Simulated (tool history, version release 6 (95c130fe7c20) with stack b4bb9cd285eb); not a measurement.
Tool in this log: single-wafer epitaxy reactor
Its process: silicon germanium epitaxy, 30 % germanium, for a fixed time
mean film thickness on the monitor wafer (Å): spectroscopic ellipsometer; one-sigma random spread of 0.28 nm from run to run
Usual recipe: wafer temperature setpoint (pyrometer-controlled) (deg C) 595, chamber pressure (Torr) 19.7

run	day	wafer temperature setpoint (pyrometer-controlled) (deg C)	chamber pressure (Torr)	wafers since the last listed run	hours since the last pyrometer calibration	hours since the last manometer calibration	hours since the showerhead was replaced	hours since the gauge calibration	read-back reference wafer on the same gauge, thickness_nm	mean film thickness on the monitor wafer (Å)
1	0.000	591	19.7	0	830.2	382.9	4703.1	3559.6	61.317	536.44
2	2.762	606	19.7	1334	896.5	449.2	4769.4	3625.9	61.348	689.86
3	6.196	595	19.7	1658	978.9	531.6	4851.8	3708.3	61.345	576.06
4	9.783	595	19.7	1733	1065.0	617.7	4937.9	3794.4	61.296	582.22
5	14.138	604	19.7	2103	1169.5	722.2	5042.4	3898.9	61.291	668.28
6	15.771	604	19.7	789	1208.7	761.4	5081.6	3938.1	61.292	671.45
# day 17.138: gauge calibrated
7	19.638	604	19.7	1868	1301.5	854.2	5174.4	60.0	61.264	671.17
8	22.425	595	19.7	1346	1368.4	921.1	5241.3	126.9	61.297	581.44
9	26.154	595	19.7	1801	1457.9	1010.6	5330.8	216.4	61.336	580.67
10	29.625	595	22.1	1676	1541.2	1093.9	5414.1	299.7	61.339	611.17
11	31.242	595	22.1	781	1580.0	1132.7	5452.9	338.5	61.324	603.57
12	32.858	595	19.7	781	1618.8	1171.5	5491.7	377.3	61.279	576.30
# day 35.400: capacitance manometer re-zeroed and calibrated
13	35.854	595	14.9	1286	1690.7	10.9	5563.6	449.2	61.334	508.29
# day 39.692: pyrometer calibrated
# day 39.933: showerhead replaced
14	40.246	603	17.2	1845	13.3	116.3	7.5	554.6	61.318	616.57
15	42.592	583	15.6	1133	69.6	172.6	63.8	610.9	61.283	425.77
16	44.308	606	16.0	829	110.8	213.8	105.0	652.1	61.344	630.93
17	52.317	588	15.7	3868	303.0	406.0	297.2	844.3	61.311	463.20
18	56.792	609	21.6	2161	410.4	513.4	404.6	951.7	61.310	748.21
19	58.350	595	17.5	752	447.8	550.8	442.0	989.1	61.333	551.33
20	61.725	595	17.2	1630	528.8	631.8	523.0	1070.1	61.291	546.94
21	63.812	601	22.4	1008	578.9	681.9	573.1	1120.2	61.231	672.09
22	65.875	581	17.9	996	628.4	731.4	622.6	1169.7	61.238	443.45
23	67.579	595	23.0	823	669.3	772.3	663.5	1210.6	61.288	611.63
24	71.138	606	16.0	1719	754.7	857.7	748.9	1296.0	61.261	638.61
25	73.758	595	19.7	1266	817.6	920.6	811.8	1358.9	61.295	580.24
26	75.650	589	18.1	913	863.0	966.0	857.2	1404.3	61.229	506.57
27	79.675	588	19.7	1944	959.6	1062.6	953.8	1500.9	61.311	513.55
28	82.146	591	19.7	1193	1018.9	1121.9	1013.1	1560.2	61.380	545.11
29	86.200	595	19.7	1958	1116.2	1219.2	1110.4	1657.5	61.334	580.56
30	89.338	608	17.9	1515	1191.5	1294.5	1185.7	1732.8	61.257	701.20
31	93.738	606	18.0	2125	1297.1	1400.1	1291.3	1838.4	61.306	672.85
32	96.133	609	22.4	1157	1354.6	1457.6	1348.8	1895.9	61.322	768.14
# day 97.279: capacitance manometer re-zeroed and calibrated
33	99.012	591	22.0	1229	1423.7	41.6	1417.9	1965.0	61.268	545.98
34	103.171	610	23.2	2008	1523.5	141.4	1517.7	2064.8	61.339	765.23
35	104.992	582	18.2	879	1567.2	185.1	1561.4	2108.5	61.275	441.95

A few steps of mean film thickness on the monitor wafer (Å) between consecutive runs. Split each: what settings, incoming material and random variation would produce without the hidden state, and what is left over for the hidden state, along with gauge scatter present in only one of the two compared results (measured, and without hidden state):
The hidden state here: wafer temperature above the value expected at the setpoint (K); true pressure above the setpoint (%); gauge reads high (%).
Run 12 -> 13: chamber pressure (Torr) 19.7 -> 14.9, capacitance manometer re-zeroed and calibrated. mean film thickness on the monitor wafer (Å) -68.01: hidden state -17.51, all else -50.50.
Run 17 -> 18: wafer temperature setpoint (pyrometer-controlled) (deg C) 588 -> 609, chamber pressure (Torr) 15.7 -> 21.6. mean film thickness on the monitor wafer (Å) +285.01: hidden state +6.51, all else +278.50.
Run 21 -> 22: wafer temperature setpoint (pyrometer-controlled) (deg C) 601 -> 581, chamber pressure (Torr) 22.4 -> 17.9. mean film thickness on the monitor wafer (Å) -228.64: hidden state -4.64, all else -224.00.
Run 32 -> 33: wafer temperature setpoint (pyrometer-controlled) (deg C) 609 -> 591, chamber pressure (Torr) 22.4 -> 22.0, capacitance manometer re-zeroed and calibrated. mean film thickness on the monitor wafer (Å) -222.16: hidden state -22.31, all else -199.85.
Run 34 -> 35: wafer temperature setpoint (pyrometer-controlled) (deg C) 610 -> 582, chamber pressure (Torr) 23.2 -> 18.2. mean film thickness on the monitor wafer (Å) -323.28: hidden state +0.09, all else -323.37.

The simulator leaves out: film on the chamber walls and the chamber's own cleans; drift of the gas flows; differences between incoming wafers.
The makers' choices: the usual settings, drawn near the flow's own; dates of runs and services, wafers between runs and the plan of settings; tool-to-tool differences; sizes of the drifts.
